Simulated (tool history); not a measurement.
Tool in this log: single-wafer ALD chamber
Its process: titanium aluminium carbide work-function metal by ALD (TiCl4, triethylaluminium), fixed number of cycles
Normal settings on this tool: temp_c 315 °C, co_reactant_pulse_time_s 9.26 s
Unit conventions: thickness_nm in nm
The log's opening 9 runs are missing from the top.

| run | hour | temp_c | co_reactant_pulse_time_s | wafers since the last listed run | hours since the last thermocouple change | hours since the last triethylaluminium bottle change | hours since the showerhead was replaced | hours since the gauge calibration | read-back reference wafer on the same gauge, thickness_nm | thickness_nm |
|---|---|---|---|---|---|---|---|---|---|---|
| 10 | 410.8 | 321 | 9.26 | 288 | 2222.7 | 625.9 | 3173.3 | 911.3 | 2.189 | 2.077 |
| 11 | 451.9 | 321 | 9.26 | 442 | 2263.8 | 667 | 3214.4 | 952.4 | 2.189 | 2.077 |
| 12 | 520.6 | 321 | 9.26 | 739 | 2332.5 | 735.7 | 3283.1 | 1021.1 | 2.19 | 2.076 |
|  | 522 | gauge calibrated |
| 13 | 561.2 | 318 | 9.26 | 436 | 2373.1 | 776.3 | 3323.7 | 39.2 | 2.191 | 2.035 |
| 14 | 612.2 | 315 | 9.26 | 548 | 2424.1 | 827.3 | 3374.7 | 90.2 | 2.187 | 2.011 |
| 15 | 652.6 | 315 | 9.26 | 434 | 2464.5 | 867.7 | 3415.1 | 130.6 | 2.189 | 1.997 |
|  | 676.4 | showerhead replaced, of another model than before |
| 16 | 692.7 | 304 | 8.29 | 345 | 2504.6 | 907.8 | 16.3 | 170.7 | 2.19 | 1.934 |
| 17 | 728.2 | 325 | 10.75 | 382 | 2540.1 | 943.3 | 51.8 | 206.2 | 2.19 | 2.135 |
| 18 | 753 | 315 | 9.26 | 266 | 2564.9 | 968.1 | 76.6 | 231 | 2.189 | 2.034 |
| 19 | 787 | 330 | 11.6 | 365 | 2598.9 | 1002.1 | 110.6 | 265 | 2.191 | 2.179 |
|  | 839.1 | thermocouple changed; heater temperature recalibrated |
| 20 | 839.6 | 315 | 9.26 | 479 | 0.5 | 1054.7 | 163.2 | 317.6 | 2.192 | 2.016 |
| 21 | 889.8 | 325 | 11.19 | 540 | 50.7 | 1104.9 | 213.4 | 367.8 | 2.191 | 2.148 |
| 22 | 958.8 | 324 | 7.6 | 742 | 119.7 | 1173.9 | 282.4 | 436.8 | 2.19 | 2.011 |
|  | 983.3 | triethylaluminium bottle replaced |
| 23 | 997.3 | 315 | 9.26 | 328 | 158.2 | 14 | 320.9 | 475.3 | 2.188 | 2.079 |
| 24 | 1060.1 | 309 | 12.65 | 675 | 221 | 76.8 | 383.7 | 538.1 | 2.191 | 2.08 |
| 25 | 1088.8 | 321 | 9.26 | 308 | 249.7 | 105.5 | 412.4 | 566.8 | 2.191 | 2.11 |
| 26 | 1122.5 | 311 | 9.26 | 362 | 283.4 | 139.2 | 446.1 | 600.5 | 2.191 | 2.035 |
| 27 | 1162.5 | 302 | 10.2 | 430 | 323.4 | 179.2 | 486.1 | 640.5 | 2.191 | 1.974 |
| 28 | 1204 | 301 | 11.55 | 446 | 364.9 | 220.7 | 527.6 | 682 | 2.189 | 1.989 |
| 29 | 1228.6 | 306 | 11.24 | 264 | 389.5 | 245.3 | 552.2 | 706.6 | 2.188 | 2.032 |
| 30 | 1288.7 | 304 | 12.28 | 646 | 449.6 | 305.4 | 612.3 | 766.7 | 2.19 | 2.035 |

4 options for the next run, each taken on its own from the tool as it stands now. Forecast them:
| A | 1289.1 | 320 | 9.26 | 4 | 450 | 305.8 | 612.7 | 767.1 | ? | ? |
| B | 1289.1 | 319 | 11.51 | 4 | 450 | 305.8 | 612.7 | 767.1 | ? | ? |
| C | 1289.1 | 322 | 6 | 4 | 450 | 305.8 | 612.7 | 767.1 | ? | ? |
| D | 1289.1 | 311 | 11.13 | 4 | 450 | 305.8 | 612.7 | 767.1 | ? | ? |

| run | read-back reference wafer on the same gauge, thickness_nm | thickness_nm |
|---|---|---|
| A | 2.19 | 2.092 |
| B | 2.19 | 2.123 |
| C | 2.19 | 2.001 |
| D | 2.19 | 2.057 |
With the hidden condition removed and each run's random variation left untouched, the same runs would have given:
| run | thickness_nm |
|---|---|
| A | 2.099 |
| B | 2.128 |
| C | 2.013 |
| D | 2.063 |
